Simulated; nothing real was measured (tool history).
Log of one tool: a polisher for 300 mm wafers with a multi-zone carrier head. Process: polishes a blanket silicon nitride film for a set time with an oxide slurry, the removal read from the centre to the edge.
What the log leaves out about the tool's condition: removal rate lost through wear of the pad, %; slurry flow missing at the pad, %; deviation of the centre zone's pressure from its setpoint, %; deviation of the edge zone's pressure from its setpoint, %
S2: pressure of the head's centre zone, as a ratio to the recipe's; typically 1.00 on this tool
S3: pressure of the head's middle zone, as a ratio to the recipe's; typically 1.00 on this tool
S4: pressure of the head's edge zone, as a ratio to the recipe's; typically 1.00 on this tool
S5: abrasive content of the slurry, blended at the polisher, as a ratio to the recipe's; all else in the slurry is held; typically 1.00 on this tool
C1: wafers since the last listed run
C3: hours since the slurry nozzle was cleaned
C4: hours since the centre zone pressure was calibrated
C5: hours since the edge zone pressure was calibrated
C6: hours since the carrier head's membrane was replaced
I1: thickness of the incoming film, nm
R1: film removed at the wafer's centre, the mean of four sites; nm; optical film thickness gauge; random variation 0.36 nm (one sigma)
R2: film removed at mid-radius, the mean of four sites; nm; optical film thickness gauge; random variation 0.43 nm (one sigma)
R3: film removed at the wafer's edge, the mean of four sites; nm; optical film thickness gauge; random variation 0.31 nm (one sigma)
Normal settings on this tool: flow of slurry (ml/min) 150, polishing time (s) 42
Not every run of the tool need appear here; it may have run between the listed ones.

run 1 hour=0.0 | flow_of_slurry_(ml/min)=150 S2=1.00 S3=1.00 S4=1.00 S5=1.00 polishing_time_(s)=42 | C1=0 wafers_polished_on_this_pad=868 C3=296.4 C4=518.3 C5=389.9 C6=281.1 | I1=534.8 | R1=36.9 R2=36.0 R3=35.6
-- hour=53.7 edge zone pressure recalibrated
-- hour=59.1 slurry nozzle cleaned
-- hour=176.5 worn pad replaced by a new one
-- hour=215.4 centre zone pressure recalibrated
run 2 hour=258.5 | flow_of_slurry_(ml/min)=150 S2=1.00 S3=1.00 S4=1.00 S5=1.00 polishing_time_(s)=42 | C1=1770 wafers_polished_on_this_pad=567 C3=199.4 C4=43.1 C5=204.8 C6=539.6 | I1=527.8 | R1=37.6 R2=36.6 R3=37.5
run 3 hour=324.9 | flow_of_slurry_(ml/min)=150 S2=1.00 S3=1.00 S4=1.00 S5=1.00 polishing_time_(s)=42 | C1=471 wafers_polished_on_this_pad=1039 C3=265.8 C4=109.5 C5=271.2 C6=606.0 | I1=539.1 | R1=36.3 R2=35.3 R3=35.8
-- hour=379.3 slurry nozzle cleaned
run 4 hour=403.2 | flow_of_slurry_(ml/min)=150 S2=1.00 S3=1.00 S4=0.97 S5=1.00 polishing_time_(s)=42 | C1=548 wafers_polished_on_this_pad=1587 C3=23.9 C4=187.8 C5=349.5 C6=684.3 | I1=540.7 | R1=36.4 R2=35.9 R3=35.2
-- hour=501.2 worn pad replaced by a new one
run 5 hour=503.7 | flow_of_slurry_(ml/min)=150 S2=1.00 S3=1.00 S4=0.97 S5=1.00 polishing_time_(s)=42 | C1=684 wafers_polished_on_this_pad=17 C3=124.4 C4=288.3 C5=450.0 C6=784.8 | I1=533.9 | R1=38.9 R2=38.1 R3=37.2
-- hour=525.1 carrier head's membrane replaced by a new one
-- hour=554.1 edge zone pressure recalibrated
run 6 hour=572.6 | flow_of_slurry_(ml/min)=150 S2=1.00 S3=1.00 S4=0.97 S5=1.00 polishing_time_(s)=42 | C1=439 wafers_polished_on_this_pad=456 C3=193.3 C4=357.2 C5=18.5 C6=47.5 | I1=540.1 | R1=38.5 R2=37.0 R3=36.4
run 7 hour=637.3 | flow_of_slurry_(ml/min)=150 S2=1.00 S3=1.00 S4=0.92 S5=1.00 polishing_time_(s)=42 | C1=459 wafers_polished_on_this_pad=915 C3=258.0 C4=421.9 C5=83.2 C6=112.2 | I1=540.5 | R1=36.4 R2=35.9 R3=34.3
-- hour=711.0 slurry nozzle cleaned
run 8 hour=732.1 | flow_of_slurry_(ml/min)=150 S2=1.00 S3=1.00 S4=0.92 S5=1.00 polishing_time_(s)=42 | C1=665 wafers_polished_on_this_pad=1581 C3=21.1 C4=516.7 C5=178.0 C6=207.0 | I1=534.7 | R1=37.3 R2=35.9 R3=34.4
run 9 hour=793.0 | flow_of_slurry_(ml/min)=150 S2=1.00 S3=1.00 S4=0.92 S5=1.00 polishing_time_(s)=42 | C1=432 wafers_polished_on_this_pad=2013 C3=82.0 C4=577.6 C5=238.9 C6=267.9 | I1=541.5 | R1=36.0 R2=34.9 R3=33.1
-- hour=810.5 worn pad replaced by a new one
run 10 hour=875.0 | flow_of_slurry_(ml/min)=150 S2=1.00 S3=1.00 S4=1.00 S5=1.00 polishing_time_(s)=34 | C1=553 wafers_polished_on_this_pad=457 C3=164.0 C4=659.6 C5=320.9 C6=349.9 | I1=540.3 | R1=31.1 R2=29.8 R3=30.9
run 11 hour=953.1 | flow_of_slurry_(ml/min)=150 S2=1.00 S3=1.00 S4=1.00 S5=1.00 polishing_time_(s)=42 | C1=554 wafers_polished_on_this_pad=1011 C3=242.1 C4=737.7 C5=399.0 C6=428.0 | I1=547.8 | R1=36.9 R2=36.5 R3=36.0
-- hour=983.8 centre zone pressure recalibrated
run 12 hour=1014.3 | flow_of_slurry_(ml/min)=150 S2=1.00 S3=1.00 S4=1.00 S5=1.00 polishing_time_(s)=42 | C1=420 wafers_polished_on_this_pad=1431 C3=303.3 C4=30.5 C5=460.2 C6=489.2 | I1=543.8 | R1=35.9 R2=34.7 R3=35.1
-- hour=1021.1 slurry nozzle cleaned
-- hour=1042.0 edge zone pressure recalibrated
run 13 hour=1074.9 | flow_of_slurry_(ml/min)=125 S2=1.06 S3=1.00 S4=1.00 S5=1.15 polishing_time_(s)=42 | C1=408 wafers_polished_on_this_pad=1840 C3=53.8 C4=91.1 C5=32.9 C6=549.8 | I1=546.5 | R1=38.3 R2=35.4 R3=36.0
-- hour=1124.9 worn pad replaced by a new one
run 14 hour=1125.4 | flow_of_slurry_(ml/min)=150 S2=1.00 S3=1.00 S4=1.00 S5=1.00 polishing_time_(s)=42 | C1=329 wafers_polished_on_this_pad=3 C3=104.3 C4=141.6 C5=83.4 C6=600.3 | I1=541.6 | R1=39.7 R2=38.7 R3=38.2
run 15 hour=1189.1 | flow_of_slurry_(ml/min)=135 S2=0.95 S3=0.96 S4=0.96 S5=1.00 polishing_time_(s)=42 | C1=451 wafers_polished_on_this_pad=455 C3=168.0 C4=205.3 C5=147.1 C6=664.0 | I1=528.3 | R1=35.3 R2=35.8 R3=36.5
run 16 hour=1265.5 | flow_of_slurry_(ml/min)=150 S2=1.07 S3=0.94 S4=1.00 S5=1.00 polishing_time_(s)=42 | C1=542 wafers_polished_on_this_pad=997 C3=244.4 C4=281.7 C5=223.5 C6=740.4 | I1=540.1 | R1=39.2 R2=34.8 R3=36.3
run 17 hour=1331.0 | flow_of_slurry_(ml/min)=135 S2=1.00 S3=0.92 S4=1.00 S5=1.00 polishing_time_(s)=42 | C1=464 wafers_polished_on_this_pad=1462 C3=309.9 C4=347.2 C5=289.0 C6=805.9 | I1=540.7 | R1=34.4 R2=31.3 R3=34.4
-- hour=1412.4 slurry nozzle cleaned
run 18 hour=1433.2 | flow_of_slurry_(ml/min)=190 S2=1.08 S3=0.91 S4=1.00 S5=1.00 polishing_time_(s)=42 | C1=718 wafers_polished_on_this_pad=2180 C3=20.8 C4=449.4 C5=391.2 C6=908.1 | I1=547.8 | R1=41.0 R2=34.6 R3=36.3
-- hour=1457.5 worn pad replaced by a new one
run 19 hour=1497.2 | flow_of_slurry_(ml/min)=170 S2=1.00 S3=1.00 S4=1.00 S5=0.85 polishing_time_(s)=42 | C1=425 wafers_polished_on_this_pad=281 C3=84.8 C4=513.4 C5=455.2 C6=972.1 | I1=536.1 | R1=37.8 R2=36.1 R3=36.6
-- hour=1506.4 carrier head's membrane replaced by a new one
-- hour=1515.6 edge zone pressure recalibrated
run 20 hour=1555.6 | flow_of_slurry_(ml/min)=180 S2=1.00 S3=1.00 S4=1.00 S5=1.25 polishing_time_(s)=38 | C1=364 wafers_polished_on_this_pad=646 C3=143.2 C4=571.8 C5=40.0 C6=49.2 | I1=540.8 | R1=38.1 R2=37.0 R3=36.3

Hidden state, per run?
deviation of the centre zone's pressure from its setpoint, %: 0 across all the runs
deviation of the edge zone's pressure from its setpoint, %: 0 across all the runs
H1: removal rate lost through wear of the pad, %
H2: slurry flow missing at the pad, %
run=1 H1=3.99 H2=21.1
run=2 H1=3.35 H2=11.7
run=3 H1=5.34 H2=17.5
run=4 H1=7.68 H2=4.38
run=5 H1=0.963 H2=7.16
run=6 H1=3.02 H2=11.2
run=7 H1=4.96 H2=16.7
run=8 H1=7.79 H2=0.421
run=9 H1=9.61 H2=1.59
run=10 H1=2.4 H2=5.36
run=11 H1=4.73 H2=11.3
run=12 H1=6.56 H2=17.5
run=13 H1=8.37 H2=1
run=14 H1=0.735 H2=2.49
run=15 H1=2.64 H2=5.73
run=16 H1=4.92 H2=11.6
run=17 H1=6.88 H2=18.4
run=18 H1=9.93 H2=1.9
run=19 H1=2.86 H2=3.16
run=20 H1=4.61 H2=5.64

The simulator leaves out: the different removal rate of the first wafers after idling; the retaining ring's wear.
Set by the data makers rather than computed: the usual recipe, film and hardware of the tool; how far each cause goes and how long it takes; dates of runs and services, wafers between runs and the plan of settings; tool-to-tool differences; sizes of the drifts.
